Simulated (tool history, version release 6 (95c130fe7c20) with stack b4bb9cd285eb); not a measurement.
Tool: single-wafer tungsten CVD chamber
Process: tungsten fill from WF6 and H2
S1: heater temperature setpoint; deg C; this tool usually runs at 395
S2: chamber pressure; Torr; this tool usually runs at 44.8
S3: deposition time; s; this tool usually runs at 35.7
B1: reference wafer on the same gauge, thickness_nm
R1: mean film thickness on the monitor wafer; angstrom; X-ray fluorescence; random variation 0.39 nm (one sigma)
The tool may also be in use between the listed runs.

run 1 hour=0 | S1=395 S2=44.8 S3=35.7 | B1=129.913 | R1=1034.48
run 2 hour=14.3 | S1=395 S2=44.8 S3=35.7 | B1=129.962 | R1=1034.05
run 3 hour=29.8 | S1=395 S2=44.8 S3=35.7 | B1=129.905 | R1=1028.16
run 4 hour=39.2 | S1=395 S2=44.8 S3=35.7 | B1=129.935 | R1=1031.28
run 5 hour=49 | S1=395 S2=44.8 S3=35.7 | B1=129.981 | R1=1035.38
run 6 hour=61.1 | S1=395 S2=44.8 S3=35.7 | B1=130.02 | R1=1029.99
run 7 hour=74.9 | S1=395 S2=44.8 S3=35.7 | B1=130.158 | R1=1031.84
run 8 hour=81.5 | S1=395 S2=44.8 S3=35.7 | B1=129.928 | R1=1023.37
-- hour=94.9 thermocouple changed; heater temperature recalibrated
run 9 hour=97.6 | S1=395 S2=44.8 S3=35.7 | B1=129.965 | R1=1180.26
-- hour=137.4 gauge calibrated
run 10 hour=148.7 | S1=395 S2=44.8 S3=35.7 | B1=129.931 | R1=1182
run 11 hour=166.2 | S1=408 S2=55.9 S3=31.9 | B1=130.038 | R1=1464.85
-- hour=174.9 capacitance manometer re-zeroed and calibrated
-- hour=179.7 showerhead replaced
run 12 hour=180.2 | S1=409 S2=35.6 S3=30 | B1=130.088 | R1=1217.53
run 13 hour=183.6 | S1=395 S2=44.8 S3=35.7 | B1=129.938 | R1=1174.14
run 14 hour=195 | S1=388 S2=47.9 S3=39.4 | B1=130.072 | R1=1132

Run 15 has not been measured yet. What should we expect?
run 15 hour=207.4 | S1=395 S2=44.8 S3=35.7 | B1=? | R1=?

Run 15 produced B1 129.964, R1 1168.77 angstrom.
Were there no unlogged condition in the tool, this run, its random variation unchanged, would have produced R1 1172.22 angstrom.
